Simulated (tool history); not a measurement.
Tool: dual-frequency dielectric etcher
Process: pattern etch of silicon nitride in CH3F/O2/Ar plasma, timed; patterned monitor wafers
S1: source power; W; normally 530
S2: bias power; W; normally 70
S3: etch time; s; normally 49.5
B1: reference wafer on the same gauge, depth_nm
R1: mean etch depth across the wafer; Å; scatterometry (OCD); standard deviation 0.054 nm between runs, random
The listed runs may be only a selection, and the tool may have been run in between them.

| run | hour | S1 | S2 | S3 | B1 | R1 |
|---|---|---|---|---|---|---|
| 1 | 0.0 | 530 | 70 | 49.5 | 35.68 | 357.3 |
| 2 | 16.3 | 530 | 57 | 59.5 | 35.70 | 408.3 |
| 3 | 33.6 | 530 | 57 | 59.5 | 35.71 | 407.9 |
| 4 | 51.4 | 530 | 70 | 49.5 | 35.70 | 356.6 |
| 5 | 77.2 | 530 | 70 | 49.5 | 35.70 | 357.7 |
| 6 | 111.9 | 530 | 70 | 49.5 | 35.71 | 357.4 |
| 7 | 146.4 | 530 | 70 | 56.0 | 35.67 | 405.1 |
| 8 | 163.2 | 530 | 70 | 56.0 | 35.70 | 404.3 |
| 9 | 188.5 | 530 | 70 | 56.0 | 35.69 | 405.5 |
| 10 | 204.2 | 530 | 70 | 49.5 | 35.70 | 358.2 |
|  | 229.4 | upper electrode replaced |
| 11 | 237.4 | 530 | 70 | 49.5 | 35.73 | 359.8 |
| 12 | 264.1 | 530 | 70 | 49.5 | 35.70 | 358.4 |
|  | 300.6 | wet clean of the chamber |
| 13 | 301.1 | 530 | 70 | 49.5 | 35.70 | 352.3 |
| 14 | 301.5 | 530 | 70 | 49.5 | 35.70 | 352.7 |
| 15 | 322.3 | 530 | 82 | 49.5 | 35.70 | 368.4 |
| 16 | 344.6 | 530 | 70 | 49.5 | 35.71 | 353.8 |
| 17 | 370.4 | 450 | 64 | 49.5 | 35.70 | 327.0 |
| 18 | 383.7 | 470 | 85 | 57.5 | 35.70 | 415.0 |

Run 19 comes next. What will it give?
|  | 394.2 | gauge calibrated |
|  | 411.9 | source power generator calibrated |
| 19 | 413.1 | 530 | 70 | 53.5 | ? | ? |

{"run 19": {"B1": 35.69, "R1": 389.5}}
Take away the tool's hidden state, keep the run-to-run variation as it was, and the same run would have given R1 387.5 Å.
